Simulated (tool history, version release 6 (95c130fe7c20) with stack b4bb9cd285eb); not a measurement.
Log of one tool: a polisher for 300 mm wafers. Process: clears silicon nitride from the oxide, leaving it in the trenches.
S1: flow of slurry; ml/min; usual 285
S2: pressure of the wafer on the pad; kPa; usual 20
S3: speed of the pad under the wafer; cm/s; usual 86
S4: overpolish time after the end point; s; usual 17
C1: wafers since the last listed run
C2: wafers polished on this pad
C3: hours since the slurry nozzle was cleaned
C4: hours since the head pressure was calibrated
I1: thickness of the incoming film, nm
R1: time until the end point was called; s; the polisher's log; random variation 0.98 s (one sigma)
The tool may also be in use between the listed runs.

run,hour,S1,S2,S3,S4,C1,C2,C3,C4,I1,R1
1,0,285,20,70,24,0,119,591.5,385.9,79.8,136.3
2,30.3,285,20,70,24,218,338,621.8,416.2,79.7,135.5
3,64.5,285,20,70,24,246,584,656,450.4,79.9,135.2
4,156.6,285,20,86,17,664,1249,748.1,542.5,81.5,120
# hour 171: worn pad replaced by a new one
5,176.9,285,20,86,17,117,42,768.4,562.8,80.1,119.8
6,189.2,285,20,86,17,88,130,780.7,575.1,78.7,117.9
# hour 246.2: slurry nozzle cleaned
7,267.4,335,20,78,17,556,687,21.2,653.3,81.6,130.5
# hour 286.3: head pressure recalibrated
8,299.3,285,22.8,86,17,215,903,53.1,13,80.4,112.2
# hour 306.3: worn pad replaced by a new one, repeated, since the last time left the tool worse
9,315.1,285,22.8,86,17,85,63,68.9,28.8,79.4,102.7
10,347.5,285,20,86,17,233,296,101.3,61.2,81,114.2
11,379.5,285,20,86,17,230,527,133.3,93.2,79.7,111.9
12,406.3,285,20,86,17,193,721,160.1,120,80,113.2
13,423,200,20,76,17,120,841,176.8,136.7,79.6,131.7
14,443.1,215,15.2,96,7,144,986,196.9,156.8,78.8,120.6
15,470,285,20,102,17,194,1180,223.8,183.7,79.7,98.2
# hour 484.6: worn pad replaced by a new one
16,485.1,325,20,76,17,80,3,238.9,198.8,80,123.9
17,518.5,285,15.2,86,12,240,244,272.3,232.2,80.5,132.1
18,609.1,225,20,86,17,653,897,362.9,322.8,78.7,115
19,624.4,285,20,96,17,110,1008,378.2,338.1,81.4,103.2
20,638.4,285,20,86,17,100,1109,392.2,352.1,80.5,117.5
21,682.9,285,20,86,17,320,1429,436.7,396.6,80.2,117.8
22,702,285,20,86,17,137,1567,455.8,415.7,79.5,116.4
# hour 719: worn pad replaced by a new one
23,730.3,285,20,86,17,175,81,484.1,444,78.1,108.4
24,795.6,220,20,86,17,470,552,549.4,509.3,80.1,116.1

5 ways to go on from here, each from the tool as it stands after run 24. What would each give?
A,796.1,200,20,86,17,3,556,549.9,509.8,80.1,?
B,796.1,230,14.5,86,9,3,556,549.9,509.8,80.1,?
C,796.1,285,24.1,56,17,3,556,549.9,509.8,80.1,?
D,796.1,285,20,86,11,3,556,549.9,509.8,80.1,?
E,796.1,225,26.2,86,17,3,556,549.9,509.8,80.1,?

run,R1
A,115.7
B,136.7
C,147.6
D,112
E,96.4
Without the tool's hidden state the same runs would have given:
run,R1
A,114.9
B,135.8
C,146.6
D,111.2
E,95.8
